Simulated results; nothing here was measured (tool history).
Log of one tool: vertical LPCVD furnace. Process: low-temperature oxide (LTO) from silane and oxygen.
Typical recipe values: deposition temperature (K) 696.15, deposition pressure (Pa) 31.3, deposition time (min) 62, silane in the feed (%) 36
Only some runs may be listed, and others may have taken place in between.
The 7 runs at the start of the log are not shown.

| run | day | deposition temperature (K) | deposition pressure (Pa) | deposition time (min) | silane in the feed (%) | wafers since the last listed run | hours since the last temperature calibration | hours since the pressure gauge was zeroed | hours since the silane flow controller was replaced | hours since the gauge calibration | read-back reference wafer on the same gauge, thickness | film thickness on the monitor wafer in the middle of the boat (angstrom) |
|---|---|---|---|---|---|---|---|---|---|---|---|---|
| 8 | 6.829 | 696.15 | 31.3 | 62 | 36 | 464 | 4136.3 | 63.4 | 3470.5 | 113.4 | 689.51 | 6694.5 |
| 9 | 8.304 | 696.15 | 31.3 | 77.5 | 36 | 481 | 4171.7 | 98.8 | 3505.9 | 148.8 | 689.25 | 8470.3 |
| 10 | 9.371 | 705.15 | 37.3 | 62 | 36 | 348 | 4197.3 | 124.4 | 3531.5 | 174.4 | 689.32 | 8813.7 |
|  | 10.608 | silane flow controller replaced |
| 11 | 10.629 | 701.15 | 31.3 | 62 | 36 | 84 | 4227.5 | 154.6 | 0.5 | 204.6 | 689.09 | 7144.8 |
|  | 11.75 | thermocouples replaced and temperature profile calibrated |
| 12 | 11.771 | 700.15 | 28.7 | 70 | 29 | 46 | 0.5 | 182 | 27.9 | 232 | 689.5 | 5425.3 |
| 13 | 12.15 | 688.15 | 23.3 | 62 | 34 | 123 | 9.6 | 191.1 | 37 | 241.1 | 688.46 | 4289.8 |
| 14 | 13.388 | 696.15 | 31.3 | 62 | 36 | 404 | 39.3 | 220.8 | 66.7 | 270.8 | 689.66 | 6775 |
| 15 | 14.208 | 707.15 | 31.3 | 83.5 | 31 | 268 | 59 | 240.5 | 86.4 | 290.5 | 689.17 | 8381.8 |
| 16 | 15.012 | 696.15 | 31.3 | 62 | 36 | 262 | 78.3 | 259.8 | 105.7 | 309.8 | 689.28 | 6752.7 |
| 17 | 15.996 | 705.15 | 31.3 | 62 | 32 | 321 | 101.9 | 283.4 | 129.3 | 333.4 | 688.02 | 6395.6 |
| 18 | 17.129 | 696.15 | 31.3 | 62 | 36 | 370 | 129.1 | 310.6 | 156.5 | 360.6 | 688.41 | 6763.2 |
| 19 | 18.4 | 696.15 | 37.3 | 71.5 | 40 | 415 | 159.6 | 341.1 | 187 | 391.1 | 688.82 | 10510.1 |
| 20 | 21.271 | 696.15 | 37.3 | 71.5 | 40 | 937 | 228.5 | 410 | 255.9 | 460 | 689.5 | 10480.5 |
| 21 | 22.688 | 696.15 | 31.3 | 62 | 36 | 462 | 262.5 | 444 | 289.9 | 494 | 688.91 | 6683.1 |
| 22 | 23.796 | 696.15 | 37.3 | 62 | 36 | 362 | 289.1 | 470.6 | 316.5 | 520.6 | 689.07 | 8044.6 |
| 23 | 24.483 | 696.15 | 31.3 | 62 | 36 | 224 | 305.6 | 487.1 | 333 | 537.1 | 688.89 | 6701.6 |
| 24 | 25.675 | 702.15 | 31.3 | 62 | 36 | 389 | 334.2 | 515.7 | 361.6 | 565.7 | 689.25 | 7181.2 |
| 25 | 26.7 | 696.15 | 31.3 | 47 | 36 | 334 | 358.8 | 540.3 | 386.2 | 590.3 | 689.3 | 5101.3 |
| 26 | 27.908 | 706.15 | 28.7 | 62 | 32 | 394 | 387.8 | 569.3 | 415.2 | 619.3 | 688.82 | 5890.1 |
| 27 | 29.338 | 686.15 | 27.3 | 52 | 30 | 466 | 422.1 | 603.6 | 449.5 | 653.6 | 688.89 | 3464.1 |
| 28 | 29.879 | 703.15 | 33.3 | 39.5 | 31 | 176 | 435.1 | 616.6 | 462.5 | 666.6 | 688.9 | 4046.2 |
| 29 | 30.642 | 696.15 | 35.3 | 62 | 31 | 249 | 453.4 | 634.9 | 480.8 | 684.9 | 688.69 | 6248.2 |
| 30 | 31.962 | 685.15 | 37.3 | 83.5 | 30 | 431 | 485.1 | 666.6 | 512.5 | 716.6 | 689.5 | 7523.1 |

Below are 5 alternative next runs, each starting from the tool's condition after run 30. Predict each:
| A | 32.146 | 696.15 | 31.3 | 62 | 36 | 59 | 489.5 | 671 | 516.9 | 721 | ? | ? |
| B | 32.146 | 705.15 | 28 | 62 | 29 | 59 | 489.5 | 671 | 516.9 | 721 | ? | ? |
| C | 32.146 | 706.15 | 31.3 | 55 | 36 | 59 | 489.5 | 671 | 516.9 | 721 | ? | ? |
| D | 32.146 | 688.15 | 31.3 | 62 | 36 | 59 | 489.5 | 671 | 516.9 | 721 | ? | ? |
| E | 32.146 | 696.15 | 28.7 | 62 | 36 | 59 | 489.5 | 671 | 516.9 | 721 | ? | ? |

| run | read-back reference wafer on the same gauge, thickness | film thickness on the monitor wafer in the middle of the boat (angstrom) |
|---|---|---|
| A | 688.94 | 6749.1 |
| B | 688.94 | 4976.1 |
| C | 688.94 | 6631.2 |
| D | 688.94 | 6201.7 |
| E | 688.94 | 6173.5 |
The same runs, with their run-to-run variation unchanged, on a tool lacking any hidden condition would have given:
| run | film thickness on the monitor wafer in the middle of the boat (angstrom) |
|---|---|
| A | 6762.9 |
| B | 4987.6 |
| C | 6644.8 |
| D | 6214.5 |
| E | 6187.4 |

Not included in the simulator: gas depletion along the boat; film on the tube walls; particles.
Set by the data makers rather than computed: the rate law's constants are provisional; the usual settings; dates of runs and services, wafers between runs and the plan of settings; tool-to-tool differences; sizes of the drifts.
